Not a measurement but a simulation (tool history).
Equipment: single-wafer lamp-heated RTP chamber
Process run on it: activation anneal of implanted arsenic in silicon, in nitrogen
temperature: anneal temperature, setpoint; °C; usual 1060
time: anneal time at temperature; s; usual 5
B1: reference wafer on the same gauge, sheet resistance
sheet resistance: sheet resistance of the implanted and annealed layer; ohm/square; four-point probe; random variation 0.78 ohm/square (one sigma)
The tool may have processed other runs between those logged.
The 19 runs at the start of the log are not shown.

Run 20, day 40.362: usual settings; B1 572.72. Result: sheet resistance 518.20 ohm/square.
At day 41.029: reflector plate cleaned.
Run 21, day 42.242: usual settings but temperature 1069 °C, time 3 s; B1 572.58. Result: sheet resistance 520.22 ohm/square.
Run 22, day 43.738: usual settings but temperature 1037 °C, time 3 s; B1 572.40. Result: sheet resistance 523.41 ohm/square.
Run 23, day 45.538: usual settings but temperature 1031 °C, time 7 s; B1 572.23. Result: sheet resistance 519.33 ohm/square.
Run 24, day 47.133: usual settings but temperature 1087 °C; B1 572.20. Result: sheet resistance 514.46 ohm/square.
Run 25, day 48.758: usual settings but temperature 1032 °C, time 7 s; B1 572.04. Result: sheet resistance 519.77 ohm/square.
At day 49.804: pyrometer window cleaned and pyrometer calibrated.
Run 26, day 50.646: usual settings but temperature 1074 °C, time 6 s; B1 571.91. Result: sheet resistance 514.22 ohm/square.
Run 27, day 51.992: usual settings but time 3 s; B1 572.06. Result: sheet resistance 520.24 ohm/square.

Run 28, settings as shown, results not yet in. Your forecast:
Run 28, day 53.033: usual settings; B1 ?. Result: sheet resistance ?.

B1: 571.63
sheet resistance: 516.85 ohm/square
With the hidden condition absent and the run-to-run variation left alone, this run would have shown sheet resistance 518.83 ohm/square.

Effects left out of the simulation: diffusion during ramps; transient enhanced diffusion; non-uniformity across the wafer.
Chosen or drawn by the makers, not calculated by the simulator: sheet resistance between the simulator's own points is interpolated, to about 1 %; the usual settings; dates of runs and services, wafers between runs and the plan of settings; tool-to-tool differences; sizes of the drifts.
